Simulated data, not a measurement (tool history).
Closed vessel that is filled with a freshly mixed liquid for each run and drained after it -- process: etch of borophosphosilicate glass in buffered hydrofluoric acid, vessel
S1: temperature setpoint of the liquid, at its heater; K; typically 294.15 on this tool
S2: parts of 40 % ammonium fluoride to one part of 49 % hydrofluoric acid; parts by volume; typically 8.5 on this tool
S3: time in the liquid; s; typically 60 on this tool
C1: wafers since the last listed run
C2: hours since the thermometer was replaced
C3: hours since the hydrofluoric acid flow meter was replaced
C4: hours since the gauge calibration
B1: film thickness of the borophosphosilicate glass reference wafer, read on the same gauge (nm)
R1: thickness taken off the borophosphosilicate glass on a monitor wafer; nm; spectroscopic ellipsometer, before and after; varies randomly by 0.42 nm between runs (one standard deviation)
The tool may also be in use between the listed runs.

| run | hour | S1 | S2 | S3 | C1 | C2 | C3 | C4 | B1 | R1 |
|---|---|---|---|---|---|---|---|---|---|---|
| 1 | 0 | 294.15 | 8.5 | 60 | 0 | 1596.5 | 243.6 | 472.7 | 119.96 | 79.52 |
| 2 | 69.5 | 294.15 | 8.5 | 60 | 6399 | 1666 | 313.1 | 542.2 | 120.05 | 80.01 |
| 3 | 141.2 | 294.15 | 8.5 | 60 | 6602 | 1737.7 | 384.8 | 613.9 | 120.07 | 79.02 |
| 4 | 193.4 | 294.15 | 8.5 | 60 | 4806 | 1789.9 | 437 | 666.1 | 120.02 | 79 |
| 5 | 218.2 | 292.65 | 8.5 | 60 | 2283 | 1814.7 | 461.8 | 690.9 | 119.96 | 72.45 |
|  | 395.8 | hydrofluoric acid flow meter replaced |
| 6 | 407.5 | 292.65 | 8.5 | 60 | 17339 | 2004 | 11.7 | 880.2 | 119.98 | 73.15 |
|  | 437.8 | thermometer replaced |
| 7 | 463.1 | 294.15 | 8.5 | 60 | 5027 | 25.3 | 67.3 | 935.8 | 119.93 | 80.47 |
| 8 | 502.3 | 294.15 | 8.5 | 60 | 3609 | 64.5 | 106.5 | 975 | 120.01 | 80.24 |
| 9 | 534.7 | 294.15 | 8.5 | 60 | 2983 | 96.9 | 138.9 | 1007.4 | 120 | 80.09 |
| 10 | 592.8 | 294.15 | 8.5 | 60 | 5350 | 155 | 197 | 1065.5 | 120.05 | 80.06 |
| 11 | 623.6 | 294.15 | 11 | 60 | 2836 | 185.8 | 227.8 | 1096.3 | 120.01 | 63.91 |
| 12 | 760.4 | 296.15 | 8.5 | 75 | 12597 | 322.6 | 364.6 | 1233.1 | 120.04 | 109.91 |
| 13 | 795.7 | 294.15 | 7.5 | 90 | 3250 | 357.9 | 399.9 | 1268.4 | 120.03 | 136.88 |
| 14 | 844.8 | 292.65 | 11 | 90 | 4521 | 407 | 449 | 1317.5 | 119.97 | 87.47 |
| 15 | 894.9 | 296.15 | 9.5 | 90 | 4613 | 457.1 | 499.1 | 1367.6 | 120.03 | 120.72 |
|  | 922.6 | gauge calibrated |
| 16 | 948.6 | 294.15 | 8.5 | 60 | 4945 | 510.8 | 552.8 | 26 | 120.02 | 79.31 |
| 17 | 1018.6 | 294.15 | 8.5 | 30 | 6446 | 580.8 | 622.8 | 96 | 120.01 | 39.22 |
|  | 1056.9 | hydrofluoric acid flow meter replaced |
| 18 | 1063.7 | 297.65 | 11.5 | 60 | 4060 | 625.9 | 6.8 | 141.1 | 120.01 | 74.52 |
| 19 | 1135.4 | 294.15 | 8.5 | 60 | 6602 | 697.6 | 78.5 | 212.8 | 120.05 | 80.19 |
| 20 | 1186.2 | 294.15 | 8.5 | 60 | 4677 | 748.4 | 129.3 | 263.6 | 120.04 | 79.88 |
| 21 | 1245.7 | 292.65 | 8.5 | 60 | 5479 | 807.9 | 188.8 | 323.1 | 119.98 | 73.15 |

What the log doesn't show, run by run:
liquid hotter than its thermometer reads (K): 0 at every run
gauge reads high (%): 0 at every run
H1: hydrofluoric acid flow below the setpoint (%)
| run | H1 |
|---|---|
| 1 | 1.14 |
| 2 | 1.4 |
| 3 | 1.67 |
| 4 | 1.87 |
| 5 | 1.96 |
| 6 | 0.183 |
| 7 | 0.392 |
| 8 | 0.539 |
| 9 | 0.66 |
| 10 | 0.878 |
| 11 | 0.993 |
| 12 | 1.51 |
| 13 | 1.64 |
| 14 | 1.82 |
| 15 | 2.01 |
| 16 | 2.21 |
| 17 | 2.47 |
| 18 | 0.368 |
| 19 | 0.637 |
| 20 | 0.827 |
| 21 | 1.05 |

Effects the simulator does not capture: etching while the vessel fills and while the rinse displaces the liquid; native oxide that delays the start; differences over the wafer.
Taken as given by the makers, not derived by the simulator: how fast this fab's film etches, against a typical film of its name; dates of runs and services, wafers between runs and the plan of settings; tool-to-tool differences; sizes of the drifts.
